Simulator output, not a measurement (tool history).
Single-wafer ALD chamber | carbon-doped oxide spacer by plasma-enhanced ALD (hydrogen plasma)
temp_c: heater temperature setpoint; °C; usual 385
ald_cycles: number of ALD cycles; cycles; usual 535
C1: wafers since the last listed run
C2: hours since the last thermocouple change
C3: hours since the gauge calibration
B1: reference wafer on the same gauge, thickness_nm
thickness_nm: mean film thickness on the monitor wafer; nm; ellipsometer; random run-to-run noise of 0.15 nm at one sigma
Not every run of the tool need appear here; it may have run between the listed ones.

run 1 hour=0.0 | temp_c=385 ald_cycles=577 | C1=0 C2=1250.3 C3=324.3 | B1=31.677 | thickness_nm=29.065
run 2 hour=38.1 | temp_c=385 ald_cycles=577 | C1=19 C2=1288.4 C3=362.4 | B1=31.581 | thickness_nm=28.724
run 3 hour=123.6 | temp_c=385 ald_cycles=535 | C1=44 C2=1373.9 C3=447.9 | B1=31.543 | thickness_nm=26.601
run 4 hour=215.0 | temp_c=385 ald_cycles=535 | C1=47 C2=1465.3 C3=539.3 | B1=31.350 | thickness_nm=26.776
run 5 hour=265.4 | temp_c=385 ald_cycles=535 | C1=26 C2=1515.7 C3=589.7 | B1=31.291 | thickness_nm=26.399
run 6 hour=356.8 | temp_c=379 ald_cycles=578 | C1=47 C2=1607.1 C3=681.1 | B1=31.139 | thickness_nm=28.667
run 7 hour=448.9 | temp_c=379 ald_cycles=578 | C1=48 C2=1699.2 C3=773.2 | B1=31.040 | thickness_nm=28.297
-- hour=473.2 thermocouple changed; heater temperature recalibrated
run 8 hour=495.4 | temp_c=385 ald_cycles=535 | C1=20 C2=22.2 C3=819.7 | B1=30.842 | thickness_nm=26.138
-- hour=515.7 gauge calibrated
run 9 hour=573.5 | temp_c=376 ald_cycles=566 | C1=40 C2=100.3 C3=57.8 | B1=31.734 | thickness_nm=28.278
run 10 hour=646.5 | temp_c=378 ald_cycles=454 | C1=38 C2=173.3 C3=130.8 | B1=31.697 | thickness_nm=22.870
run 11 hour=711.8 | temp_c=393 ald_cycles=625 | C1=34 C2=238.6 C3=196.1 | B1=31.574 | thickness_nm=31.160
run 12 hour=769.7 | temp_c=392 ald_cycles=462 | C1=30 C2=296.5 C3=254.0 | B1=31.639 | thickness_nm=23.024
run 13 hour=828.1 | temp_c=371 ald_cycles=535 | C1=30 C2=354.9 C3=312.4 | B1=31.640 | thickness_nm=26.691
run 14 hour=889.2 | temp_c=394 ald_cycles=535 | C1=31 C2=416.0 C3=373.5 | B1=31.523 | thickness_nm=26.882

What will run 15 give?
run 15 hour=931.2 | temp_c=393 ald_cycles=622 | C1=21 C2=458.0 C3=415.5 | B1=? | thickness_nm=?

{"run 15": {"B1": 31.501, "thickness_nm": 30.679}}
Take away the tool's hidden state, keep the run-to-run variation as it was, and the same run would have given thickness_nm 30.967 nm.
